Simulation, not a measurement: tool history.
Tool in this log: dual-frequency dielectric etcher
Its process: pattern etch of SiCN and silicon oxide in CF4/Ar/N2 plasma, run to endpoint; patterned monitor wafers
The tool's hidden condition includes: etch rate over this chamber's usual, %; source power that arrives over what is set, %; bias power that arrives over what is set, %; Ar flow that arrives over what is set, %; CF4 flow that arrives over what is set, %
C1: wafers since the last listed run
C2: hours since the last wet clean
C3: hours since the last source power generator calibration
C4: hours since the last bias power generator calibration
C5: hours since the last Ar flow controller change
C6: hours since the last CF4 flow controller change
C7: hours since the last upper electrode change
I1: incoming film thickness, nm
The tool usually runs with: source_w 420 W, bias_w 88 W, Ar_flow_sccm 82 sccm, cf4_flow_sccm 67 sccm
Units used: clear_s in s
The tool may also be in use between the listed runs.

Run 1, day 0: usual settings; C1 0; C2 479.7; C3 3990.7; C4 2914; C5 1785.7; C6 3105.3; C7 6263; I1 10.98. Result: clear_s 12.8 s.
At day 1.571: wet clean of the chamber.
Run 2, day 2.229: usual settings; C1 418; C2 15.8; C3 4044.2; C4 2967.5; C5 1839.2; C6 3158.8; C7 6316.5; I1 11.05. Result: clear_s 12.7 s.
Run 3, day 3.871: usual settings; C1 559; C2 55.2; C3 4083.6; C4 3006.9; C5 1878.6; C6 3198.2; C7 6355.9; I1 11.05. Result: clear_s 12.8 s.
Run 4, day 7.196: usual settings; C1 1132; C2 135; C3 4163.4; C4 3086.7; C5 1958.4; C6 3278; C7 6435.7; I1 11. Result: clear_s 12.9 s.
At day 8.321: source power generator calibrated.
At day 9.45: upper electrode replaced.
At day 9.754: CF4 flow controller replaced.
Run 5, day 10.117: usual settings; C1 512; C2 205.1; C3 43.1; C4 3156.8; C5 2028.5; C6 8.7; C7 16; I1 10.93. Result: clear_s 12.7 s.
At day 11.475: Ar flow controller replaced.
Run 6, day 11.733: usual settings; C1 465; C2 243.9; C3 81.9; C4 3195.6; C5 6.2; C6 47.5; C7 54.8; I1 10.99. Result: clear_s 12.6 s.
Run 7, day 12.821: usual settings; C1 370; C2 270; C3 108; C4 3221.7; C5 32.3; C6 73.6; C7 80.9; I1 11.1. Result: clear_s 13 s.
Run 8, day 14.879: usual settings; C1 701; C2 319.4; C3 157.4; C4 3271.1; C5 81.7; C6 123; C7 130.3; I1 10.89. Result: clear_s 12.8 s.
Run 9, day 16.204: usual settings but Ar_flow_sccm 88 sccm, cf4_flow_sccm 81 sccm; C1 451; C2 351.2; C3 189.2; C4 3302.9; C5 113.5; C6 154.8; C7 162.1; I1 11.04. Result: clear_s 12.5 s.
Run 10, day 18.783: usual settings; C1 878; C2 413.1; C3 251.1; C4 3364.8; C5 175.4; C6 216.7; C7 224; I1 11.09. Result: clear_s 13 s.
Run 11, day 20.692: usual settings but Ar_flow_sccm 98 sccm, cf4_flow_sccm 73 sccm; C1 650; C2 458.9; C3 296.9; C4 3410.6; C5 221.2; C6 262.5; C7 269.8; I1 11.01. Result: clear_s 12.9 s.
At day 21.729: wet clean of the chamber.
Run 12, day 22.846: usual settings but Ar_flow_sccm 96 sccm; C1 393; C2 26.8; C3 348.6; C4 3462.3; C5 272.9; C6 314.2; C7 321.5; I1 11.05. Result: clear_s 13 s.
Run 13, day 25.192: usual settings but Ar_flow_sccm 71 sccm; C1 799; C2 83.1; C3 404.9; C4 3518.6; C5 329.2; C6 370.5; C7 377.8; I1 10.91. Result: clear_s 12.5 s.
Run 14, day 26.562: usual settings but source_w 510 W, Ar_flow_sccm 92 sccm, cf4_flow_sccm 53 sccm; C1 467; C2 116; C3 437.8; C4 3551.5; C5 362.1; C6 403.4; C7 410.7; I1 11.07. Result: clear_s 11.4 s.
Run 15, day 28.467: usual settings but source_w 500 W; C1 648; C2 161.7; C3 483.5; C4 3597.2; C5 407.8; C6 449.1; C7 456.4; I1 11.03. Result: clear_s 10.8 s.
At day 29.275: bias power generator calibrated.
Run 16, day 36.542: usual settings but bias_w 110 W; C1 2694; C2 355.5; C3 677.3; C4 174.4; C5 601.6; C6 642.9; C7 650.2; I1 10.95. Result: clear_s 11.9 s.
Run 17, day 39.367: usual settings but source_w 460 W, bias_w 72 W; C1 962; C2 423.3; C3 745.1; C4 242.2; C5 669.4; C6 710.7; C7 718; I1 11. Result: clear_s 12.4 s.
Run 18, day 41.321: usual settings; C1 665; C2 470.2; C3 792; C4 289.1; C5 716.3; C6 757.6; C7 764.9; I1 11.11. Result: clear_s 13 s.
At day 42.367: wet clean of the chamber.
Run 19, day 42.483: usual settings but source_w 490 W; C1 55; C2 2.8; C3 819.9; C4 317; C5 744.2; C6 785.5; C7 792.8; I1 11.11. Result: clear_s 11 s.
Run 20, day 43.954: usual settings; C1 501; C2 38.1; C3 855.2; C4 352.3; C5 779.5; C6 820.8; C7 828.1; I1 11.06. Result: clear_s 13.1 s.
Run 21, day 46.733: usual settings; C1 946; C2 104.8; C3 921.9; C4 419; C5 846.2; C6 887.5; C7 894.8; I1 10.94. Result: clear_s 12.7 s.
Run 22, day 47.883: usual settings but source_w 390 W, bias_w 105 W, Ar_flow_sccm 96 sccm; C1 391; C2 132.4; C3 949.5; C4 446.6; C5 873.8; C6 915.1; C7 922.4; I1 10.97. Result: clear_s 13.1 s.
Run 23, day 49.954: usual settings but source_w 450 W, bias_w 105 W, Ar_flow_sccm 88 sccm, cf4_flow_sccm 72 sccm; C1 705; C2 182.1; C3 999.2; C4 496.3; C5 923.5; C6 964.8; C7 972.1; I1 11.09. Result: clear_s 11.3 s.

Consider 5 possible next runs. They are alternatives, not a sequence: every one starts from the tool as it was left by run 23. What does each give?
Run A, day 49.971: usual settings; C1 5; C2 182.5; C3 999.6; C4 496.7; C5 923.9; C6 965.2; C7 972.5; I1 10.98. Result: clear_s ?.
Run B, day 49.971: usual settings but Ar_flow_sccm 77 sccm; C1 5; C2 182.5; C3 999.6; C4 496.7; C5 923.9; C6 965.2; C7 972.5; I1 10.98. Result: clear_s ?.
Run C, day 49.971: usual settings but bias_w 98 W, Ar_flow_sccm 93 sccm; C1 5; C2 182.5; C3 999.6; C4 496.7; C5 923.9; C6 965.2; C7 972.5; I1 10.98. Result: clear_s ?.
Run D, day 49.971: usual settings but bias_w 109 W; C1 5; C2 182.5; C3 999.6; C4 496.7; C5 923.9; C6 965.2; C7 972.5; I1 10.98. Result: clear_s ?.
Run E, day 49.971: usual settings but source_w 480 W, Ar_flow_sccm 63 sccm; C1 5; C2 182.5; C3 999.6; C4 496.7; C5 923.9; C6 965.2; C7 972.5; I1 10.98. Result: clear_s ?.

run  clear_s
  A     12.7
  B     12.6
  C     12.4
  D     11.8
  E     10.7
Without the tool's unlogged condition, the same runs would have read:
run  clear_s
  A     12.7
  B     12.6
  C     12.4
  D     11.8
  E     10.7
